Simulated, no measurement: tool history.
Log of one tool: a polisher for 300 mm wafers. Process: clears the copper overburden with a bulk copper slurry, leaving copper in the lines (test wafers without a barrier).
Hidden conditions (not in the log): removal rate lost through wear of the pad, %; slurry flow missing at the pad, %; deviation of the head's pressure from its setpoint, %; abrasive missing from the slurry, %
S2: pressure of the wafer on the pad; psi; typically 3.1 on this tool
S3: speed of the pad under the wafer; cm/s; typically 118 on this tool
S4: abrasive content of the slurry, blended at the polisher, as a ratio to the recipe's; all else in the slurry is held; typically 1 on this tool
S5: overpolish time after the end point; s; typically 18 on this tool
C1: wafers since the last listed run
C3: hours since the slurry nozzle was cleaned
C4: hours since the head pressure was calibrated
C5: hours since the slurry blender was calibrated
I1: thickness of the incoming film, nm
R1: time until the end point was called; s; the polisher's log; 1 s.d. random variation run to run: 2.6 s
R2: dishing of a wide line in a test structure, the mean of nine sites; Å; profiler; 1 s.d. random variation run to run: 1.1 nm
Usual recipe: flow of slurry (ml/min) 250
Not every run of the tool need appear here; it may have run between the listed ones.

{"run": 1, "hour": 0.0, "flow of slurry (ml/min)": 250, "S2": 3.1, "S3": 118, "S4": 1, "S5": 18, "C1": 0, "wafers polished on this pad": 1081, "C3": 11.1, "C4": 372.5, "C5": 124.6, "I1": 1415.2, "R1": 139.5, "R2": 408}
{"run": 2, "hour": 41.1, "flow of slurry (ml/min)": 250, "S2": 3.1, "S3": 118, "S4": 1, "S5": 18, "C1": 232, "wafers polished on this pad": 1313, "C3": 52.2, "C4": 413.6, "C5": 165.7, "I1": 1407.7, "R1": 133.4, "R2": 407}
{"run": 3, "hour": 100.2, "flow of slurry (ml/min)": 225, "S2": 3.1, "S3": 118, "S4": 1, "S5": 18, "C1": 334, "wafers polished on this pad": 1647, "C3": 111.3, "C4": 472.7, "C5": 224.8, "I1": 1386.4, "R1": 136.2, "R2": 409}
{"run": 4, "hour": 150.4, "flow of slurry (ml/min)": 225, "S2": 3.1, "S3": 118, "S4": 1, "S5": 18, "C1": 283, "wafers polished on this pad": 1931, "C3": 161.5, "C4": 522.9, "C5": 275, "I1": 1411.4, "R1": 145.1, "R2": 427}
{"hour": 157.8, "done": "worn pad replaced by a new one"}
{"hour": 179.4, "done": "head pressure recalibrated"}
{"hour": 234.2, "done": "slurry blender recalibrated"}
{"run": 5, "hour": 246.4, "flow of slurry (ml/min)": 225, "S2": 3.1, "S3": 118, "S4": 1, "S5": 18, "C1": 497, "wafers polished on this pad": 478, "C3": 257.5, "C4": 67, "C5": 12.2, "I1": 1403.1, "R1": 135.7, "R2": 442}
{"hour": 348.9, "done": "slurry nozzle cleaned"}
{"run": 6, "hour": 391.1, "flow of slurry (ml/min)": 250, "S2": 3.1, "S3": 118, "S4": 1, "S5": 18, "C1": 812, "wafers polished on this pad": 1290, "C3": 42.2, "C4": 211.7, "C5": 156.9, "I1": 1386.4, "R1": 129, "R2": 428}
{"run": 7, "hour": 498.1, "flow of slurry (ml/min)": 250, "S2": 3.1, "S3": 118, "S4": 1, "S5": 18, "C1": 604, "wafers polished on this pad": 1894, "C3": 149.2, "C4": 318.7, "C5": 263.9, "I1": 1431.6, "R1": 135.4, "R2": 424}
{"hour": 533.7, "done": "worn pad replaced by a new one"}
{"run": 8, "hour": 574.2, "flow of slurry (ml/min)": 250, "S2": 3.1, "S3": 118, "S4": 1, "S5": 22, "C1": 407, "wafers polished on this pad": 228, "C3": 225.3, "C4": 394.8, "C5": 340, "I1": 1387.7, "R1": 135.7, "R2": 448}
{"hour": 617.7, "done": "slurry blender recalibrated"}
{"run": 9, "hour": 635.7, "flow of slurry (ml/min)": 250, "S2": 3.1, "S3": 118, "S4": 1, "S5": 22, "C1": 336, "wafers polished on this pad": 564, "C3": 286.8, "C4": 456.3, "C5": 18, "I1": 1413.7, "R1": 141.2, "R2": 449}
{"run": 10, "hour": 686.1, "flow of slurry (ml/min)": 250, "S2": 3.1, "S3": 118, "S4": 1, "S5": 18, "C1": 284, "wafers polished on this pad": 849, "C3": 337.2, "C4": 506.7, "C5": 68.4, "I1": 1422, "R1": 139.6, "R2": 409}
{"run": 11, "hour": 728.0, "flow of slurry (ml/min)": 250, "S2": 3.1, "S3": 118, "S4": 1, "S5": 18, "C1": 236, "wafers polished on this pad": 1086, "C3": 379.1, "C4": 548.6, "C5": 110.3, "I1": 1392.8, "R1": 140.2, "R2": 409}
{"hour": 767.0, "done": "slurry nozzle cleaned"}
{"hour": 770.1, "done": "head pressure recalibrated"}
{"run": 12, "hour": 779.1, "flow of slurry (ml/min)": 250, "S2": 3.1, "S3": 96, "S4": 1, "S5": 18, "C1": 271, "wafers polished on this pad": 1358, "C3": 12.1, "C4": 9, "C5": 161.4, "I1": 1397.1, "R1": 151.5, "R2": 411}
{"run": 13, "hour": 823.2, "flow of slurry (ml/min)": 250, "S2": 3.1, "S3": 96, "S4": 1, "S5": 18, "C1": 249, "wafers polished on this pad": 1607, "C3": 56.2, "C4": 53.1, "C5": 205.5, "I1": 1396.2, "R1": 152.4, "R2": 415}
{"run": 14, "hour": 864.1, "flow of slurry (ml/min)": 250, "S2": 3.1, "S3": 146, "S4": 0.8, "S5": 18, "C1": 231, "wafers polished on this pad": 1838, "C3": 97.1, "C4": 94, "C5": 246.4, "I1": 1397.2, "R1": 114.7, "R2": 420}
{"hour": 930.0, "done": "worn pad replaced by a new one"}
{"run": 15, "hour": 937.9, "flow of slurry (ml/min)": 250, "S2": 2.3, "S3": 118, "S4": 1, "S5": 9, "C1": 394, "wafers polished on this pad": 44, "C3": 170.9, "C4": 167.8, "C5": 320.2, "I1": 1398.2, "R1": 175.4, "R2": 295}
{"hour": 1028.8, "done": "slurry blender recalibrated"}
{"run": 16, "hour": 1044.4, "flow of slurry (ml/min)": 320, "S2": 3.1, "S3": 98, "S4": 1, "S5": 18, "C1": 590, "wafers polished on this pad": 635, "C3": 277.4, "C4": 274.3, "C5": 15.6, "I1": 1412.3, "R1": 149.3, "R2": 411}
{"run": 17, "hour": 1098.2, "flow of slurry (ml/min)": 250, "S2": 3.1, "S3": 118, "S4": 1, "S5": 18, "C1": 304, "wafers polished on this pad": 939, "C3": 331.2, "C4": 328.1, "C5": 69.4, "I1": 1410.8, "R1": 133.5, "R2": 431}
{"hour": 1152.1, "done": "slurry nozzle cleaned"}
{"run": 18, "hour": 1165.2, "flow of slurry (ml/min)": 250, "S2": 2.6, "S3": 148, "S4": 1, "S5": 18, "C1": 373, "wafers polished on this pad": 1312, "C3": 13.1, "C4": 395.1, "C5": 136.4, "I1": 1389.9, "R1": 134, "R2": 434}
{"run": 19, "hour": 1243.9, "flow of slurry (ml/min)": 330, "S2": 3.1, "S3": 118, "S4": 0.75, "S5": 18, "C1": 444, "wafers polished on this pad": 1757, "C3": 91.8, "C4": 473.8, "C5": 215.1, "I1": 1416.4, "R1": 149.7, "R2": 423}
{"hour": 1268.8, "done": "worn pad replaced by a new one"}
{"run": 20, "hour": 1281.7, "flow of slurry (ml/min)": 165, "S2": 3.1, "S3": 118, "S4": 1, "S5": 18, "C1": 191, "wafers polished on this pad": 73, "C3": 129.6, "C4": 511.6, "C5": 252.9, "I1": 1394.8, "R1": 152.6, "R2": 409}
{"run": 21, "hour": 1336.4, "flow of slurry (ml/min)": 225, "S2": 3.1, "S3": 118, "S4": 1, "S5": 18, "C1": 309, "wafers polished on this pad": 382, "C3": 184.3, "C4": 566.3, "C5": 307.6, "I1": 1417.7, "R1": 145.2, "R2": 414}
{"run": 22, "hour": 1391.8, "flow of slurry (ml/min)": 295, "S2": 3.1, "S3": 118, "S4": 1.2, "S5": 18, "C1": 313, "wafers polished on this pad": 695, "C3": 239.7, "C4": 621.7, "C5": 363, "I1": 1404.9, "R1": 130.7, "R2": 421}
{"hour": 1394.1, "done": "slurry blender recalibrated"}
{"run": 23, "hour": 1448.3, "flow of slurry (ml/min)": 250, "S2": 3.1, "S3": 142, "S4": 1, "S5": 13, "C1": 308, "wafers polished on this pad": 1003, "C3": 296.2, "C4": 678.2, "C5": 54.2, "I1": 1413.5, "R1": 125.6, "R2": 401}
{"hour": 1469.9, "done": "head pressure recalibrated"}
{"run": 24, "hour": 1500.7, "flow of slurry (ml/min)": 250, "S2": 3.1, "S3": 118, "S4": 0.75, "S5": 18, "C1": 284, "wafers polished on this pad": 1288, "C3": 348.6, "C4": 30.8, "C5": 106.6, "I1": 1397.4, "R1": 145.2, "R2": 431}
{"hour": 1527.6, "done": "slurry nozzle cleaned"}
{"run": 25, "hour": 1541.2, "flow of slurry (ml/min)": 180, "S2": 3.1, "S3": 118, "S4": 1, "S5": 14, "C1": 223, "wafers polished on this pad": 1511, "C3": 13.6, "C4": 71.3, "C5": 147.1, "I1": 1407, "R1": 132.9, "R2": 398}
{"run": 26, "hour": 1607.2, "flow of slurry (ml/min)": 160, "S2": 3.4, "S3": 160, "S4": 1, "S5": 25, "C1": 373, "wafers polished on this pad": 1884, "C3": 79.6, "C4": 137.3, "C5": 213.1, "I1": 1424.5, "R1": 99.3, "R2": 468}
{"run": 27, "hour": 1647.5, "flow of slurry (ml/min)": 295, "S2": 3.1, "S3": 118, "S4": 1.2, "S5": 18, "C1": 227, "wafers polished on this pad": 2112, "C3": 119.9, "C4": 177.6, "C5": 253.4, "I1": 1406, "R1": 120.7, "R2": 421}
{"hour": 1698.8, "done": "worn pad replaced by a new one"}
{"run": 28, "hour": 1740.6, "flow of slurry (ml/min)": 250, "S2": 2.3, "S3": 118, "S4": 1, "S5": 7, "C1": 503, "wafers polished on this pad": 236, "C3": 213, "C4": 270.7, "C5": 346.5, "I1": 1417.6, "R1": 178.7, "R2": 259}
{"hour": 1813.0, "done": "slurry blender recalibrated"}
{"run": 29, "hour": 1830.1, "flow of slurry (ml/min)": 250, "S2": 3.4, "S3": 118, "S4": 1, "S5": 18, "C1": 494, "wafers polished on this pad": 730, "C3": 302.5, "C4": 360.2, "C5": 17.1, "I1": 1401.4, "R1": 126.5, "R2": 435}

Forecast each of these 3 alternatives for the next run:
{"run": "A", "hour": 1830.6, "flow of slurry (ml/min)": 170, "S2": 3.1, "S3": 118, "S4": 1, "S5": 18, "C1": 2, "wafers polished on this pad": 733, "C3": 303, "C4": 360.7, "C5": 17.6, "I1": 1415.5, "R1": "?", "R2": "?"}
{"run": "B", "hour": 1830.6, "flow of slurry (ml/min)": 175, "S2": 2.1, "S3": 154, "S4": 1, "S5": 10, "C1": 2, "wafers polished on this pad": 733, "C3": 303, "C4": 360.7, "C5": 17.6, "I1": 1415.5, "R1": "?", "R2": "?"}
{"run": "C", "hour": 1830.6, "flow of slurry (ml/min)": 250, "S2": 3.1, "S3": 80, "S4": 1, "S5": 18, "C1": 2, "wafers polished on this pad": 733, "C3": 303, "C4": 360.7, "C5": 17.6, "I1": 1415.5, "R1": "?", "R2": "?"}

run=A R1=144.2 R2=427
run=B R1=170.4 R2=322
run=C R1=185.3 R2=403
Without the tool's unlogged condition, the same runs would have read:
run=A R1=138.2 R2=432
run=B R1=163.3 R2=330
run=C R1=177.5 R2=410
